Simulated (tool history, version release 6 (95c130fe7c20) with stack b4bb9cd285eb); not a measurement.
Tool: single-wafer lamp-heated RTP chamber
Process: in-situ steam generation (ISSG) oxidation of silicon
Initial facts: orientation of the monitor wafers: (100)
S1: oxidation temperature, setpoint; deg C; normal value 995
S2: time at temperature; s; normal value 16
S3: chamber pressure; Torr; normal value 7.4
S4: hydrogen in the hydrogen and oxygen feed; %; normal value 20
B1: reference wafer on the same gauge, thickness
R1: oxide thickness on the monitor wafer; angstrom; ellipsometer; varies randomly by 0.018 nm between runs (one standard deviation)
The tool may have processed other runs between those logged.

| run | hour | S1 | S2 | S3 | S4 | B1 | R1 |
|---|---|---|---|---|---|---|---|
| 1 | 0 | 995 | 16 | 7.4 | 15 | 5.288 | 43.07 |
| 2 | 27.2 | 995 | 16 | 7.4 | 15 | 5.293 | 43.02 |
| 3 | 52.4 | 995 | 16 | 7.4 | 15 | 5.295 | 43.44 |
| 4 | 80.9 | 995 | 16 | 7.4 | 26 | 5.29 | 49.4 |
| 5 | 102.2 | 995 | 13 | 7.4 | 20 | 5.287 | 42.1 |
| 6 | 134.4 | 995 | 13 | 7.4 | 20 | 5.293 | 42.01 |
| 7 | 168.3 | 995 | 16 | 7.4 | 20 | 5.292 | 45.92 |
|  | 196.9 | hydrogen flow controller replaced |
| 8 | 203 | 995 | 16 | 7.4 | 20 | 5.293 | 46.24 |
| 9 | 238.5 | 995 | 16 | 7.4 | 20 | 5.286 | 46.41 |
|  | 259.1 | gauge calibrated |
|  | 260.6 | pressure gauge zeroed |
| 10 | 267.1 | 995 | 21 | 7.4 | 20 | 5.29 | 52.6 |
| 11 | 295.1 | 995 | 16 | 7.4 | 20 | 5.286 | 46.04 |
|  | 320.9 | pyrometer window cleaned and pyrometer calibrated |
| 12 | 323.3 | 1011 | 12 | 8.4 | 27 | 5.291 | 44.88 |
| 13 | 350.6 | 985 | 16 | 8.1 | 20 | 5.291 | 43.42 |
| 14 | 382.6 | 979 | 16 | 6.9 | 20 | 5.291 | 42.22 |
| 15 | 400 | 995 | 16 | 7.4 | 20 | 5.292 | 45.01 |
| 16 | 424.5 | 995 | 10 | 8 | 11 | 5.293 | 31.93 |
| 17 | 447.2 | 1007 | 12 | 7.4 | 20 | 5.287 | 41.63 |
| 18 | 472.9 | 977 | 18 | 6.9 | 20 | 5.289 | 44.62 |
| 19 | 505.1 | 995 | 16 | 7.4 | 20 | 5.29 | 45.47 |
| 20 | 537.5 | 995 | 16 | 7.4 | 20 | 5.292 | 45.44 |
| 21 | 558.3 | 995 | 16 | 7.8 | 20 | 5.291 | 45.82 |

Each row is a separate what-if for the run after 21, all from the same tool condition, not one after another. Results?
| A | 558.7 | 995 | 16 | 7.4 | 20 | ? | ? |
| B | 558.7 | 979 | 16 | 7.4 | 20 | ? | ? |
| C | 558.7 | 1003 | 16 | 6.9 | 24 | ? | ? |
| D | 558.7 | 1003 | 12 | 7.4 | 20 | ? | ? |

| run | B1 | R1 |
|---|---|---|
| A | 5.287 | 45.68 |
| B | 5.287 | 43.08 |
| C | 5.287 | 49.23 |
| D | 5.287 | 41.41 |
Take away the tool's hidden state, keep each run's random variation, and the runs would have read:
| run | R1 |
|---|---|
| A | 44.5 |
| B | 42.08 |
| C | 47.89 |
| D | 40.38 |

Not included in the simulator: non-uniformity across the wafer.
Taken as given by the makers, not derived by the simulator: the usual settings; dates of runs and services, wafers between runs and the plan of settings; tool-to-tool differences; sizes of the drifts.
